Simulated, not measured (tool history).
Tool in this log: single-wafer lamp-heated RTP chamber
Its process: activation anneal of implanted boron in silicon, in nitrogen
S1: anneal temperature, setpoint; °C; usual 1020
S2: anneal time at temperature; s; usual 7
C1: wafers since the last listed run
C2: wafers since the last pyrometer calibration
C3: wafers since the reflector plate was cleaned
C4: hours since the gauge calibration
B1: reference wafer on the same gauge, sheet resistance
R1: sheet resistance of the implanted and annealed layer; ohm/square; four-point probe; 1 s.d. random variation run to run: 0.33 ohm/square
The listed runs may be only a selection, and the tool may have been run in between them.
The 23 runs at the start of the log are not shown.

Run 24, hour 1814.8: usual settings but S1 1043 °C, S2 4 s; C1 654; C2 754; C3 5838; C4 967.7; B1 214.17. Result: R1 217.19 ohm/square.
At hour 1904.1: reflector plate cleaned.
Run 25, hour 1906.7: usual settings but S1 1037 °C, S2 9 s; C1 905; C2 1659; C3 28; C4 1059.6; B1 213.99. Result: R1 216.85 ohm/square.
Run 26, hour 1977.2: usual settings but S1 1044 °C, S2 4 s; C1 760; C2 2420; C3 788; C4 1130.1; B1 213.95. Result: R1 217.19 ohm/square.
Run 27, hour 2047.4: usual settings; C1 757; C2 3177; C3 1546; C4 1200.3; B1 213.94. Result: R1 217.33 ohm/square.
Run 28, hour 2101.0: usual settings but S1 1006 °C; C1 578; C2 3755; C3 2124; C4 1253.9; B1 213.85. Result: R1 218.67 ohm/square.
Run 29, hour 2148.9: usual settings but S1 995 °C, S2 3 s; C1 516; C2 4272; C3 2641; C4 1301.8; B1 214.16. Result: R1 222.56 ohm/square.
Run 30, hour 2246.6: usual settings but S1 1030 °C, S2 10 s; C1 1053; C2 5326; C3 3695; C4 1399.5; B1 213.92. Result: R1 217.10 ohm/square.
At hour 2334.3: pyrometer window cleaned and pyrometer calibrated.
Run 31, hour 2334.8: usual settings but S1 1043 °C, S2 3 s; C1 865; C2 5; C3 4560; C4 1487.7; B1 213.86. Result: R1 217.69 ohm/square.
Run 32, hour 2437.6: usual settings but S1 993 °C, S2 4 s; C1 1108; C2 1114; C3 5669; C4 1590.5; B1 214.05. Result: R1 223.03 ohm/square.
Run 33, hour 2516.1: usual settings but S1 1043 °C, S2 10 s; C1 846; C2 1961; C3 6516; C4 1669.0; B1 213.94. Result: R1 216.46 ohm/square.
At hour 2588.5: reflector plate cleaned.
Run 34, hour 2622.9: usual settings but S1 1049 °C, S2 10 s; C1 1065; C2 3027; C3 371; C4 1775.8; B1 213.99. Result: R1 217.11 ohm/square.
Run 35, hour 2695.2: usual settings; C1 779; C2 3806; C3 1151; C4 1848.1; B1 213.99. Result: R1 217.80 ohm/square.

Branching from run 35: 5 alternative next runs. What would each branch give?
Run A, hour 2695.6: usual settings but S1 1042 °C; C1 4; C2 3811; C3 1155; C4 1848.5; B1 ?. Result: R1 ?.
Run B, hour 2695.6: usual settings but S1 1036 °C, S2 8 s; C1 4; C2 3811; C3 1155; C4 1848.5; B1 ?. Result: R1 ?.
Run C, hour 2695.6: usual settings but S1 1006 °C, S2 3 s; C1 4; C2 3811; C3 1155; C4 1848.5; B1 ?. Result: R1 ?.
Run D, hour 2695.6: usual settings but S1 999 °C; C1 4; C2 3811; C3 1155; C4 1848.5; B1 ?. Result: R1 ?.
Run E, hour 2695.6: usual settings but S1 1031 °C, S2 8 s; C1 4; C2 3811; C3 1155; C4 1848.5; B1 ?. Result: R1 ?.

run      B1      R1
  A  214.16  216.96
  B  214.16  216.87
  C  214.16  219.44
  D  214.16  220.49
  E  214.16  216.95
The same runs, with their run-to-run variation unchanged, on a tool lacking any hidden condition would have given:
run      R1
  A  216.96
  B  216.87
  C  219.44
  D  220.49
  E  216.95
